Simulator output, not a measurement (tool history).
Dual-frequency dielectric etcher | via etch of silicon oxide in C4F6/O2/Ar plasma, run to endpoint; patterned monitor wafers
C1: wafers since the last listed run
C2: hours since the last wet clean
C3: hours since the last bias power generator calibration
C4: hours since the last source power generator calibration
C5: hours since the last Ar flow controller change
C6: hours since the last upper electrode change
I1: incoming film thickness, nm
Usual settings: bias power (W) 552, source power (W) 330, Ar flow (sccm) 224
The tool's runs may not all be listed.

Run 1, hour 0: usual settings but source power (W) 270; C1 0; C2 368.6; C3 2657.3; C4 2049.7; C5 1784.9; C6 2478.4; I1 179.1. Result: endpoint time (s) 44.4.
At hour 36.8: bias power generator calibrated.
At hour 38.5: wet clean of the chamber.
Run 2, hour 39: usual settings but source power (W) 270; C1 327; C2 0.5; C3 2.2; C4 2088.7; C5 1823.9; C6 2517.4; I1 178.1. Result: endpoint time (s) 45.7.
Run 3, hour 39.4: usual settings; C1 3; C2 0.9; C3 2.6; C4 2089.1; C5 1824.3; C6 2517.8; I1 178.2. Result: endpoint time (s) 42.9.
Run 4, hour 39.7: usual settings; C1 2; C2 1.2; C3 2.9; C4 2089.4; C5 1824.6; C6 2518.1; I1 178. Result: endpoint time (s) 42.6.
Run 5, hour 50: usual settings but source power (W) 360; C1 101; C2 11.5; C3 13.2; C4 2099.7; C5 1834.9; C6 2528.4; I1 178.6. Result: endpoint time (s) 41.4.
Run 6, hour 73.6: usual settings; C1 231; C2 35.1; C3 36.8; C4 2123.3; C5 1858.5; C6 2552; I1 179.6. Result: endpoint time (s) 42.8.
Run 7, hour 84.9: usual settings but Ar flow (sccm) 266; C1 110; C2 46.4; C3 48.1; C4 2134.6; C5 1869.8; C6 2563.3; I1 182.3. Result: endpoint time (s) 44.7.
At hour 115.1: upper electrode replaced.
Run 8, hour 115.6: usual settings; C1 65; C2 77.1; C3 78.8; C4 2165.3; C5 1900.5; C6 0.5; I1 178.9. Result: endpoint time (s) 42.6.
Run 9, hour 115.9: usual settings; C1 2; C2 77.4; C3 79.1; C4 2165.6; C5 1900.8; C6 0.8; I1 178.6. Result: endpoint time (s) 42.5.
Run 10, hour 116.2: usual settings but source power (W) 400; C1 2; C2 77.7; C3 79.4; C4 2165.9; C5 1901.1; C6 1.1; I1 180.9. Result: endpoint time (s) 39.9.
Run 11, hour 123.5: usual settings but bias power (W) 644, Ar flow (sccm) 267; C1 71; C2 85; C3 86.7; C4 2173.2; C5 1908.4; C6 8.4; I1 179. Result: endpoint time (s) 42.2.
Run 12, hour 133: usual settings but source power (W) 360, Ar flow (sccm) 210; C1 93; C2 94.5; C3 96.2; C4 2182.7; C5 1917.9; C6 17.9; I1 178.8. Result: endpoint time (s) 41.3.
Run 13, hour 143.9: usual settings but bias power (W) 464; C1 107; C2 105.4; C3 107.1; C4 2193.6; C5 1928.8; C6 28.8; I1 180.4. Result: endpoint time (s) 44.9.
Run 14, hour 153.5: usual settings but bias power (W) 445, source power (W) 360, Ar flow (sccm) 239; C1 94; C2 115; C3 116.7; C4 2203.2; C5 1938.4; C6 38.4; I1 180.6. Result: endpoint time (s) 44.3.
At hour 169.5: source power generator calibrated.
Run 15, hour 171.5: usual settings but bias power (W) 645, source power (W) 370; C1 137; C2 133; C3 134.7; C4 2; C5 1956.4; C6 56.4; I1 179.2. Result: endpoint time (s) 39.1.
At hour 191.9: Ar flow controller replaced.
Run 16, hour 192.4: usual settings; C1 146; C2 153.9; C3 155.6; C4 22.9; C5 0.5; C6 77.3; I1 179.7. Result: endpoint time (s) 42.7.
Run 17, hour 195.5: usual settings but bias power (W) 504, source power (W) 280, Ar flow (sccm) 255; C1 30; C2 157; C3 158.7; C4 26; C5 3.6; C6 80.4; I1 176.8. Result: endpoint time (s) 46.3.
Run 18, hour 209.1: usual settings but source power (W) 280; C1 133; C2 170.6; C3 172.3; C4 39.6; C5 17.2; C6 94; I1 177.9. Result: endpoint time (s) 44.5.
Run 19, hour 220: usual settings but bias power (W) 467, source power (W) 390, Ar flow (sccm) 198; C1 107; C2 181.5; C3 183.2; C4 50.5; C5 28.1; C6 104.9; I1 178.8. Result: endpoint time (s) 40.7.
Run 20, hour 226.8: usual settings but bias power (W) 605; C1 66; C2 188.3; C3 190; C4 57.3; C5 34.9; C6 111.7; I1 178.6. Result: endpoint time (s) 41.1.
Run 21, hour 242.9: usual settings but bias power (W) 656, Ar flow (sccm) 172; C1 158; C2 204.4; C3 206.1; C4 73.4; C5 51; C6 127.8; I1 178. Result: endpoint time (s) 38.4.

Forecast run 22:
Run 22, hour 249.9: usual settings but bias power (W) 656, Ar flow (sccm) 172; C1 68; C2 211.4; C3 213.1; C4 80.4; C5 58; C6 134.8; I1 178.3. Result: endpoint time (s) ?.

{"run 22": {"endpoint time (s)": 38.3}}
Without the tool's hidden state the same run would have given endpoint time (s) 39.2.
